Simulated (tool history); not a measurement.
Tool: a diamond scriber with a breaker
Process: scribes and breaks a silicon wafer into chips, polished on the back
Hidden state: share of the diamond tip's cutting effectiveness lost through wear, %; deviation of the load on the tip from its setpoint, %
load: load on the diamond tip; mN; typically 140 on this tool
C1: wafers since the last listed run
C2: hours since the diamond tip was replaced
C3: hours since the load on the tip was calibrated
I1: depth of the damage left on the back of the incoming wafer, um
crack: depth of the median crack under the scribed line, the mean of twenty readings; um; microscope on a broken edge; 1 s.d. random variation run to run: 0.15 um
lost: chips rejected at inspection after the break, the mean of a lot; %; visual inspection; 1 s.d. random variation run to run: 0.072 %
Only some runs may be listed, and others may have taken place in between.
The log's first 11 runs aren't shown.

{"run": 12, "hour": 130.5, "load": 140, "C1": 34, "C2": 891.8, "C3": 1248.7, "I1": 0.01, "crack": 11.67, "lost": 4.45}
{"run": 13, "hour": 145.5, "load": 140, "C1": 39, "C2": 906.8, "C3": 1263.7, "I1": 0.01, "crack": 11.65, "lost": 3.48}
{"run": 14, "hour": 151.9, "load": 140, "C1": 17, "C2": 913.2, "C3": 1270.1, "I1": 0.03, "crack": 11.61, "lost": 3.86}
{"run": 15, "hour": 165.4, "load": 140, "C1": 35, "C2": 926.7, "C3": 1283.6, "I1": 0.02, "crack": 11.64, "lost": 3.86}
{"hour": 170.5, "done": "diamond tip replaced by a new one"}
{"hour": 188.5, "done": "load on the tip recalibrated"}
{"run": 16, "hour": 213.2, "load": 140, "C1": 116, "C2": 42.7, "C3": 24.7, "I1": 0.04, "crack": 10.05, "lost": 14.25}
{"run": 17, "hour": 223.6, "load": 173, "C1": 27, "C2": 53.1, "C3": 35.1, "I1": 0.04, "crack": 11.19, "lost": 5.19}
{"hour": 231.3, "done": "diamond tip replaced by a new one, repeated, since the last time left the tool worse"}
{"run": 18, "hour": 231.8, "load": 116, "C1": 16, "C2": 0.5, "C3": 43.3, "I1": 0.02, "crack": 11.67, "lost": 3.34}
{"run": 19, "hour": 247.0, "load": 156, "C1": 40, "C2": 15.7, "C3": 58.5, "I1": 0.02, "crack": 13.79, "lost": 1.17}
{"run": 20, "hour": 260.6, "load": 114, "C1": 36, "C2": 29.3, "C3": 72.1, "I1": 0.04, "crack": 11.71, "lost": 3.92}
{"run": 21, "hour": 270.5, "load": 140, "C1": 26, "C2": 39.2, "C3": 82.0, "I1": 0.04, "crack": 12.99, "lost": 1.02}
{"run": 22, "hour": 288.1, "load": 171, "C1": 46, "C2": 56.8, "C3": 99.6, "I1": 0.02, "crack": 14.29, "lost": 2.53}
{"run": 23, "hour": 304.2, "load": 140, "C1": 42, "C2": 72.9, "C3": 115.7, "I1": 0.05, "crack": 12.79, "lost": 1.14}
{"run": 24, "hour": 338.7, "load": 179, "C1": 91, "C2": 107.4, "C3": 150.2, "I1": 0.02, "crack": 14.33, "lost": 2.67}
{"run": 25, "hour": 347.1, "load": 173, "C1": 22, "C2": 115.8, "C3": 158.6, "I1": 0.02, "crack": 13.85, "lost": 2.45}
{"run": 26, "hour": 359.7, "load": 103, "C1": 33, "C2": 128.4, "C3": 171.2, "I1": 0.02, "crack": 11.01, "lost": 7.7}
{"run": 27, "hour": 369.9, "load": 169, "C1": 27, "C2": 138.6, "C3": 181.4, "I1": 0.02, "crack": 13.67, "lost": 1.82}
{"run": 28, "hour": 378.8, "load": 118, "C1": 23, "C2": 147.5, "C3": 190.3, "I1": 0.01, "crack": 11.65, "lost": 3.93}
{"run": 29, "hour": 392.5, "load": 151, "C1": 36, "C2": 161.2, "C3": 204.0, "I1": 0.01, "crack": 13.18, "lost": 0.82}
{"run": 30, "hour": 400.1, "load": 140, "C1": 20, "C2": 168.8, "C3": 211.6, "I1": 0.03, "crack": 12.42, "lost": 1.17}
{"run": 31, "hour": 408.7, "load": 101, "C1": 22, "C2": 177.4, "C3": 220.2, "I1": 0.02, "crack": 10.81, "lost": 8.94}
{"run": 32, "hour": 420.5, "load": 176, "C1": 31, "C2": 189.2, "C3": 232.0, "I1": 0.04, "crack": 14.37, "lost": 2.41}

Run 33, settings as shown, results not yet in. Your forecast:
{"run": 33, "hour": 435.6, "load": 98, "C1": 40, "C2": 204.3, "C3": 247.1, "I1": 0.01, "crack": "?", "lost": "?"}

Run 33 measured crack 10.49 um, lost 10.81 %.
The same run, on a tool lacking any hidden state, would have yielded crack 10.91 um, lost 7.63 %.
